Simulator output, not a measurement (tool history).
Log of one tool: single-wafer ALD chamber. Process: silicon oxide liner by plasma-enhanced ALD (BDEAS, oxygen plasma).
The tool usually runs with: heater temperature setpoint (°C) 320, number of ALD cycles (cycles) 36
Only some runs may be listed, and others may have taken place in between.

run    day  heater temperature setpoint (°C)  number of ALD cycles (cycles)  wafers since the last listed run  hours since the last thermocouple change  hours since the gauge calibration  read-back reference wafer on the same gauge, thickness_nm  mean film thickness on the monitor wafer (angstrom)
  1      0                               320                             38                                 0                                    2107.5                               99.4                                                      3.058                                                34.71
  2  0.638                               320                             40                               183                                    2122.8                              114.7                                                      3.059                                                36.35
  3  1.729                               320                             36                               314                                      2149                              140.9                                                      3.065                                                32.83
  4  2.954                               320                             36                               352                                    2178.4                              170.3                                                      3.068                                                33.06
  5  3.817                               320                             36                               248                                    2199.1                                191                                                      3.069                                                32.98
  6  4.408                               313                             36                               170                                    2213.3                              205.2                                                      3.073                                                33.09
  7  5.325                               313                             36                               263                                    2235.3                              227.2                                                      3.079                                                33.38
     6.058  -- gauge calibrated
  8  6.412                               313                             36                               312                                    2261.4                                8.5                                                      3.043                                                32.94
  9    7.3                               326                             41                               255                                    2282.7                               29.8                                                      3.045                                                36.87
     8.212  -- thermocouple changed; heater temperature recalibrated
 10  8.346                               328                             42                               204                                       3.2                               54.9                                                      3.048                                                37.59
 11  9.238                               334                             31                               256                                      24.6                               76.3                                                      3.047                                                27.56

For run 12, what comes out?
 12  9.792                               320                             36                               159                                      37.9                               89.6                                                          ?                                                    ?

read-back reference wafer on the same gauge, thickness_nm: 3.05
mean film thickness on the monitor wafer (angstrom): 32.57
On a tool with no hidden condition, and with the same random variation, this run would have come out at mean film thickness on the monitor wafer (angstrom) 32.59.
